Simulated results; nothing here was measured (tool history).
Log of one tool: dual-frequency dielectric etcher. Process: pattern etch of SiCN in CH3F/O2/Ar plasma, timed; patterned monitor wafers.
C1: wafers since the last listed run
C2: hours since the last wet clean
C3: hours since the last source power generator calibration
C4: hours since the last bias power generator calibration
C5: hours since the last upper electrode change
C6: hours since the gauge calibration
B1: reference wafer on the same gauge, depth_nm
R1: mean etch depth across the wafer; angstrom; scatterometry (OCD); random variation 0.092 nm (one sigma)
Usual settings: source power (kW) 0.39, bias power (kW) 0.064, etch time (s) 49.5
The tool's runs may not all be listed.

run 1 day=0 | source_power_(kW)=0.39 bias_power_(kW)=0.064 etch_time_(s)=49.5 | C1=0 C2=75.2 C3=4865.2 C4=3486.8 C5=4609.1 C6=301.1 | B1=20.38 | R1=195.1
run 2 day=1.188 | source_power_(kW)=0.39 bias_power_(kW)=0.064 etch_time_(s)=49.5 | C1=312 C2=103.7 C3=4893.7 C4=3515.3 C5=4637.6 C6=329.6 | B1=20.42 | R1=193.2
run 3 day=4.054 | source_power_(kW)=0.39 bias_power_(kW)=0.064 etch_time_(s)=59 | C1=754 C2=172.5 C3=4962.5 C4=3584.1 C5=4706.4 C6=398.4 | B1=20.52 | R1=234.4
run 4 day=5.133 | source_power_(kW)=0.39 bias_power_(kW)=0.064 etch_time_(s)=59 | C1=283 C2=198.4 C3=4988.4 C4=3610 C5=4732.3 C6=424.3 | B1=20.55 | R1=235.7
run 5 day=5.729 | source_power_(kW)=0.39 bias_power_(kW)=0.064 etch_time_(s)=49.5 | C1=156 C2=212.7 C3=5002.7 C4=3624.3 C5=4746.6 C6=438.6 | B1=20.58 | R1=195.9
run 6 day=6.454 | source_power_(kW)=0.39 bias_power_(kW)=0.064 etch_time_(s)=49.5 | C1=190 C2=230.1 C3=5020.1 C4=3641.7 C5=4764 C6=456 | B1=20.6 | R1=197.1
run 7 day=7.896 | source_power_(kW)=0.35 bias_power_(kW)=0.064 etch_time_(s)=39.5 | C1=379 C2=264.7 C3=5054.7 C4=3676.3 C5=4798.6 C6=490.6 | B1=20.65 | R1=151.5
run 8 day=8.504 | source_power_(kW)=0.35 bias_power_(kW)=0.064 etch_time_(s)=39.5 | C1=160 C2=279.3 C3=5069.3 C4=3690.9 C5=4813.2 C6=505.2 | B1=20.68 | R1=150.9
-- day=8.975 gauge calibrated
run 9 day=9.833 | source_power_(kW)=0.35 bias_power_(kW)=0.064 etch_time_(s)=39.5 | C1=349 C2=311.2 C3=5101.2 C4=3722.8 C5=4845.1 C6=20.6 | B1=20.19 | R1=147.6
run 10 day=10.7 | source_power_(kW)=0.35 bias_power_(kW)=0.064 etch_time_(s)=49.5 | C1=228 C2=332 C3=5122 C4=3743.6 C5=4865.9 C6=41.4 | B1=20.18 | R1=184.2
run 11 day=11.488 | source_power_(kW)=0.46 bias_power_(kW)=0.064 etch_time_(s)=55 | C1=207 C2=350.9 C3=5140.9 C4=3762.5 C5=4884.8 C6=60.3 | B1=20.22 | R1=226.6
-- day=14.283 wet clean of the chamber
run 12 day=14.642 | source_power_(kW)=0.39 bias_power_(kW)=0.064 etch_time_(s)=49.5 | C1=566 C2=8.6 C3=5216.6 C4=3838.2 C5=4960.5 C6=136 | B1=20.24 | R1=192.7
-- day=15.962 upper electrode replaced
-- day=16.012 bias power generator calibrated
run 13 day=16.033 | source_power_(kW)=0.43 bias_power_(kW)=0.069 etch_time_(s)=45.5 | C1=90 C2=42 C3=5250 C4=0.5 C5=1.7 C6=169.4 | B1=20.23 | R1=190.2
run 14 day=16.312 | source_power_(kW)=0.31 bias_power_(kW)=0.048 etch_time_(s)=49.5 | C1=73 C2=48.7 C3=5256.7 C4=7.2 C5=8.4 C6=176.1 | B1=20.24 | R1=157.6
run 15 day=17.158 | source_power_(kW)=0.39 bias_power_(kW)=0.064 etch_time_(s)=49.5 | C1=222 C2=69 C3=5277 C4=27.5 C5=28.7 C6=196.4 | B1=20.27 | R1=191.9
-- day=18.292 source power generator calibrated
run 16 day=18.312 | source_power_(kW)=0.39 bias_power_(kW)=0.064 etch_time_(s)=59 | C1=259 C2=96.7 C3=0.5 C4=55.2 C5=56.4 C6=224.1 | B1=20.3 | R1=231.4
run 17 day=19.375 | source_power_(kW)=0.39 bias_power_(kW)=0.064 etch_time_(s)=44.5 | C1=279 C2=122.2 C3=26 C4=80.7 C5=81.9 C6=249.6 | B1=20.3 | R1=174.3
run 18 day=20.45 | source_power_(kW)=0.39 bias_power_(kW)=0.052 etch_time_(s)=43.5 | C1=282 C2=148 C3=51.8 C4=106.5 C5=107.7 C6=275.4 | B1=20.31 | R1=157.2
run 19 day=21.354 | source_power_(kW)=0.47 bias_power_(kW)=0.076 etch_time_(s)=49.5 | C1=237 C2=169.7 C3=73.5 C4=128.2 C5=129.4 C6=297.1 | B1=20.35 | R1=224.1
run 20 day=22.538 | source_power_(kW)=0.39 bias_power_(kW)=0.05 etch_time_(s)=54 | C1=311 C2=198.1 C3=101.9 C4=156.6 C5=157.8 C6=325.5 | B1=20.4 | R1=190.6
run 21 day=23.554 | source_power_(kW)=0.31 bias_power_(kW)=0.053 etch_time_(s)=56 | C1=267 C2=222.5 C3=126.3 C4=181 C5=182.2 C6=349.9 | B1=20.44 | R1=186.7
run 22 day=24.429 | source_power_(kW)=0.3 bias_power_(kW)=0.068 etch_time_(s)=49.5 | C1=230 C2=243.5 C3=147.3 C4=202 C5=203.2 C6=370.9 | B1=20.44 | R1=182.1
run 23 day=25.012 | source_power_(kW)=0.39 bias_power_(kW)=0.064 etch_time_(s)=49.5 | C1=153 C2=257.5 C3=161.3 C4=216 C5=217.2 C6=384.9 | B1=20.47 | R1=195

Hidden state at the last listed run before each entry between runs and at the first one after, where it differs:
Between runs 8 and 9: gauge calibrated (day 8.975)
  gauge reads high (%): 2.41 -> -0.0151
  measured less the result without the state, R1: +3.6 -> +0 angstrom
Between runs 11 and 12: wet clean of the chamber (day 14.283)
  gauge reads high (%): 0.0133 -> 0.145
  measured less the result without the state, R1: +0.1 -> +0.2 angstrom
Between runs 12 and 13: upper electrode replaced (day 15.962); bias power generator calibrated (day 16.012)
  gauge reads high (%): 0.145 -> 0.235
  measured less the result without the state, R1: +0.2 -> +0.5 angstrom
Between runs 15 and 16: source power generator calibrated (day 18.292)
  gauge reads high (%): 0.322 -> 0.425
  measured less the result without the state, R1: +0.6 -> +1 angstrom
